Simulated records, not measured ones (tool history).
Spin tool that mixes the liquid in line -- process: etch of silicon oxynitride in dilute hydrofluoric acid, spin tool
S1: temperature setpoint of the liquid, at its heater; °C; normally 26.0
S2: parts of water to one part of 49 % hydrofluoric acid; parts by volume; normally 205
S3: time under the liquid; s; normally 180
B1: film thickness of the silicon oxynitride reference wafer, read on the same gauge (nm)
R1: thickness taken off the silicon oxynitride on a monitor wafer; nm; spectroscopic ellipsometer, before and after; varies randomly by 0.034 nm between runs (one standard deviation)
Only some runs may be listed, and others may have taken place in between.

run	hour	S1	S2	S3	B1	R1
1	0.0	26.0	175	180	39.991	3.362
2	107.9	26.0	205	180	40.014	2.738
3	160.4	26.0	205	180	39.982	2.767
4	219.7	24.5	205	180	40.000	2.582
5	289.2	26.0	205	180	40.017	2.758
6	339.2	26.0	205	180	39.999	2.776
7	417.0	26.0	205	180	39.984	2.698
8	507.1	26.0	205	180	40.001	2.763
9	599.3	26.0	205	180	40.011	2.723
10	686.1	26.0	205	260	39.986	3.857
11	784.3	26.0	205	260	40.001	4.002
12	881.0	26.0	205	260	40.012	3.898
13	932.2	26.0	205	180	39.996	2.729
14	991.2	26.0	205	180	39.981	2.682
15	1094.1	26.0	205	180	40.004	2.674
16	1144.0	21.0	300	225	40.003	1.630
17	1213.3	26.0	205	70	40.007	0.973
18	1289.9	26.0	205	255	40.000	3.539
19	1363.8	24.0	165	240	40.006	3.981
20	1418.5	26.0	205	180	39.975	2.500
21	1468.6	26.0	205	180	40.014	2.499
22	1554.9	26.0	205	180	40.007	2.505
23	1591.1	26.0	205	130	40.004	1.807
24	1639.1	26.0	120	150	40.006	3.891
25	1710.5	26.0	255	180	39.994	1.931
26	1769.8	28.5	120	180	40.014	5.801
27	1824.6	26.0	130	180	39.999	4.748
28	1899.7	26.0	235	180	39.989	2.454
29	1959.6	26.0	160	180	39.976	3.843
30	2054.3	26.0	145	105	40.006	2.493
31	2135.7	28.5	290	180	39.999	2.109
32	2212.2	29.5	205	180	39.994	3.336
33	2259.7	31.0	255	240	39.995	3.520
34	2345.7	23.5	205	180	40.006	2.510

Taken out of this log: 5 entries between the listed runs. Where each belongs, and how the hidden state differs across it:
Between runs 2 and 3: thermometer replaced (hour 114.8)
  hydrofluoric acid flow below the setpoint (%): 3.06 -> 3.17
  what was measured, less what the result would be without the hidden state, R1: -0.100 -> -0.106 nm
Between runs 15 and 16: hydrofluoric acid flow meter replaced (hour 1124.1)
  hydrofluoric acid flow below the setpoint (%): 5.17 -> 10.3
  what was measured, less what the result would be without the hidden state, R1: -0.171 -> -0.226 nm
Between runs 22 and 23: thermometer replaced (hour 1579.6)
  hydrofluoric acid flow below the setpoint (%): 11.2 -> 11.3
  what was measured, less what the result would be without the hidden state, R1: -0.374 -> -0.272 nm
Between runs 24 and 25: gauge calibrated (hour 1664.4)
  hydrofluoric acid flow below the setpoint (%): 11.4 -> 11.5
  what was measured, less what the result would be without the hidden state, R1: -0.559 -> -0.307 nm
Between runs 25 and 26: hydrofluoric acid flow meter replaced, repeated, since the last time left the tool worse (hour 1756.6)
  hydrofluoric acid flow below the setpoint (%): 11.5 -> 0.366
  what was measured, less what the result would be without the hidden state, R1: -0.307 -> -0.024 nm

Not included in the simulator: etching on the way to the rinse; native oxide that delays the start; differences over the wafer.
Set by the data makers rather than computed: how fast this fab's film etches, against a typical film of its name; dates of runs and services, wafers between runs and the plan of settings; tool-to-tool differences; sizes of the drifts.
